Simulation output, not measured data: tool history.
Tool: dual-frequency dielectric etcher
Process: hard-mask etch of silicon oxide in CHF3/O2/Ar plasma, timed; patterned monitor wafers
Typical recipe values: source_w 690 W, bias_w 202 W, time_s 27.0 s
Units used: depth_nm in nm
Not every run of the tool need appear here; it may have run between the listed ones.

run,hour,source_w,bias_w,time_s,wafers since the last listed run,hours since the last wet clean,hours since the last source power generator calibration,hours since the last bias power generator calibration,hours since the last upper electrode change,hours since the gauge calibration,"read-back reference wafer on the same gauge, depth_nm",depth_nm
1,0.0,690,202,27.0,0,56.8,3312.5,1856.0,2646.8,332.5,61.1,65.7
2,25.8,690,202,27.0,502,82.6,3338.3,1881.8,2672.6,358.3,61.1,65.6
3,50.5,690,202,27.0,480,107.3,3363.0,1906.5,2697.3,383.0,61.1,65.5
4,77.4,690,202,27.0,523,134.2,3389.9,1933.4,2724.2,409.9,61.1,65.6
5,98.4,690,202,27.0,408,155.2,3410.9,1954.4,2745.2,430.9,61.1,65.8
6,123.4,690,202,27.0,486,180.2,3435.9,1979.4,2770.2,455.9,61.1,65.4
7,140.7,690,202,27.0,336,197.5,3453.2,1996.7,2787.5,473.2,61.1,65.3
8,153.3,690,202,27.0,245,210.1,3465.8,2009.3,2800.1,485.8,61.1,65.5
9,167.2,690,202,27.0,270,224.0,3479.7,2023.2,2814.0,499.7,61.1,65.7
# hour 267.3: gauge calibrated
10,273.0,690,202,27.0,2059,329.8,3585.5,2129.0,2919.8,5.7,61.1,65.2
11,299.0,690,202,27.0,506,355.8,3611.5,2155.0,2945.8,31.7,61.1,64.9
# hour 314.9: source power generator calibrated
12,315.4,690,202,27.0,241,372.2,0.5,2171.4,2962.2,48.1,61.1,65.2
13,331.1,690,202,27.0,305,387.9,16.2,2187.1,2977.9,63.8,61.1,64.9
14,421.2,690,202,27.0,1753,478.0,106.3,2277.2,3068.0,153.9,61.1,64.7
15,453.0,690,170,29.5,619,509.8,138.1,2309.0,3099.8,185.7,61.1,67.8
# hour 483.2: wet clean of the chamber
16,487.9,740,174,34.5,212,4.7,173.0,2343.9,3134.7,220.6,61.1,83.8
# hour 510.7: bias power generator calibrated
17,518.5,540,236,22.0,517,35.3,203.6,7.8,3165.3,251.2,61.1,52.0
18,552.3,540,225,32.0,657,69.1,237.4,41.6,3199.1,285.0,61.1,74.8
19,634.2,690,202,27.0,1594,151.0,319.3,123.5,3281.0,366.9,61.1,65.9
# hour 661.3: upper electrode replaced
20,726.2,550,202,27.0,1323,243.0,411.3,215.5,64.9,458.9,61.1,61.6

What will run 21 give?
21,755.0,570,166,20.5,560,271.8,440.1,244.3,93.7,487.7,?,?

Run 21 yielded read-back reference wafer on the same gauge, depth_nm 61.1, depth_nm 45.3 nm.
Had the tool carried no hidden state, the very same run would have given depth_nm 45.7 nm.

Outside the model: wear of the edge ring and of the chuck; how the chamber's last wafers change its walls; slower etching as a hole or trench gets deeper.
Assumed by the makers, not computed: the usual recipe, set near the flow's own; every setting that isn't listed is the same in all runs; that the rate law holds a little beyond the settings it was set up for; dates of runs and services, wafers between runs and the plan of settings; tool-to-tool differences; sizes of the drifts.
